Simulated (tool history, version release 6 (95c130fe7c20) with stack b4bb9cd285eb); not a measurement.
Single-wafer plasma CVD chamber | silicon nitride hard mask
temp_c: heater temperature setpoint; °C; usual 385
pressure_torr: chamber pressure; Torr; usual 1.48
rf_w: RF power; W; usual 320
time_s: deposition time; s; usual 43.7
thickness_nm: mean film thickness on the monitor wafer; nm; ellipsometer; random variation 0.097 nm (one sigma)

run,hour,temp_c,pressure_torr,rf_w,time_s,"read-back reference wafer on the same gauge, thickness_nm",thickness_nm
1,0.0,385,1.63,320,43.7,49.969,50.954
2,8.5,385,1.63,320,43.7,50.022,51.028
3,23.6,385,1.63,320,43.7,49.964,50.868
4,35.5,385,1.56,320,43.7,50.005,49.963
5,48.3,385,1.56,320,43.7,50.050,49.909
6,56.4,385,1.56,320,43.7,49.999,49.971
# hour 64.8: RF generator calibrated
7,82.2,385,1.48,320,43.7,49.996,50.849
8,88.2,385,1.48,320,43.7,50.002,50.829
9,98.0,385,1.32,320,51.0,50.019,56.097
10,104.3,374,1.24,345,38.3,49.984,42.335
11,112.6,399,1.29,320,43.7,49.986,47.311
# hour 117.6: gauge calibrated
12,126.6,396,1.67,320,36.1,50.013,43.777
13,140.0,385,1.48,320,43.7,49.985,50.807
# hour 155.4: capacitance manometer re-zeroed and calibrated
14,155.9,385,1.48,270,48.2,49.971,50.881
15,161.3,390,1.48,320,48.3,49.973,54.484
16,168.9,385,1.61,320,43.7,50.011,51.279
17,186.9,385,1.13,320,43.7,50.003,43.006
# hour 205.2: showerhead replaced
18,205.7,390,1.48,340,43.7,50.047,50.665
19,215.8,385,1.48,320,43.7,49.989,49.640
20,223.6,385,1.48,320,43.7,50.002,49.429
21,232.2,395,1.48,305,43.7,50.046,48.511
22,244.5,396,1.48,320,43.7,50.040,49.302
23,259.7,385,1.48,320,43.7,49.971,49.337
24,266.2,374,1.69,320,43.7,50.017,52.623
25,283.2,385,1.48,320,52.1,50.001,59.047
26,289.8,394,1.85,320,36.2,50.042,44.723
27,303.3,375,1.31,320,43.7,50.015,46.988
28,318.0,385,1.48,320,43.7,50.008,49.388
29,333.6,394,1.85,320,36.2,49.967,44.812
30,345.3,385,1.48,320,43.7,49.965,49.584

Some steps in thickness_nm between neighbouring runs. How much of each would the tool show without its hidden state too (settings, what came in, random variation), and how much is left for the hidden state, with any gauge scatter that isn't in both results?
The hidden state here: wafer temperature above the value expected at the setpoint (K); delivered RF power above the setpoint (%); true pressure above the setpoint (%); gauge reads high (%).
Run 6 -> 7: pressure_torr 1.56 -> 1.48, RF generator calibrated. thickness_nm +0.878 nm: hidden state +1.885, all else -1.007.
Run 9 -> 10: temp_c 385 -> 374, pressure_torr 1.32 -> 1.24, rf_w 320 -> 345, time_s 51.0 -> 38.3. thickness_nm -13.762 nm: hidden state -0.304, all else -13.458.
Run 13 -> 14: rf_w 320 -> 270, time_s 43.7 -> 48.2, capacitance manometer re-zeroed and calibrated. thickness_nm +0.074 nm: hidden state -1.258, all else +1.332.
Run 16 -> 17: pressure_torr 1.61 -> 1.13. thickness_nm -8.273 nm: hidden state +0.093, all else -8.366.
Run 25 -> 26: temp_c 385 -> 394, pressure_torr 1.48 -> 1.85, time_s 52.1 -> 36.2. thickness_nm -14.324 nm: hidden state -0.034, all else -14.290.

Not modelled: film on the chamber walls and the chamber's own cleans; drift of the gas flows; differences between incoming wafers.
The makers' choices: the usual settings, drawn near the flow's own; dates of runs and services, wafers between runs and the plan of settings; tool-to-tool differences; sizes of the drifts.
